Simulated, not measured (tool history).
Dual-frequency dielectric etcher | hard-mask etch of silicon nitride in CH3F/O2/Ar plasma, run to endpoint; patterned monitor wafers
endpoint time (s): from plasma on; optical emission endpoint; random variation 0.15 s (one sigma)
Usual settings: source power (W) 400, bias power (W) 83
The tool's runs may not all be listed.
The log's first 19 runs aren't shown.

run	hour	source power (W)	bias power (W)	incoming incoming film thickness, nm	endpoint time (s)
20	1642.5	330	88	36.91	55.4
# hour 1654.1: source power generator calibrated
21	1692.9	400	66	36.84	55.7
22	1952.5	400	83	36.63	50.3
23	2030.7	310	63	37.03	65.8
24	2090.4	430	83	36.78	48.5
# hour 2140: wet clean of the chamber
25	2153.8	400	83	37.02	50.4
26	2190.8	460	92	36.96	45
27	2230.6	310	67	36.69	63.6
28	2333.6	490	93	36.56	43.1
29	2383.1	480	74	36.4	47.7
30	2643.2	400	83	36.82	50.5
31	2691.1	320	65	37.09	63.9
# hour 2730.7: wet clean of the chamber
32	2731.2	460	100	37.08	44
33	2827.5	320	72	36.52	60.8
34	2875.6	360	92	36.71	51.5

Forecast each of these 5 alternatives for the next run:
A	2876	360	83	36.86	?
B	2876	480	70	36.86	?
C	2876	470	71	36.86	?
D	2876	470	89	36.86	?
E	2876	370	83	36.86	?

run	endpoint time (s)
A	53.9
B	49.7
C	49.9
D	45.5
E	53.1
Without the tool's hidden state the same runs would have given:
run	endpoint time (s)
A	53.1
B	48.9
C	49.2
D	44.8
E	52.3
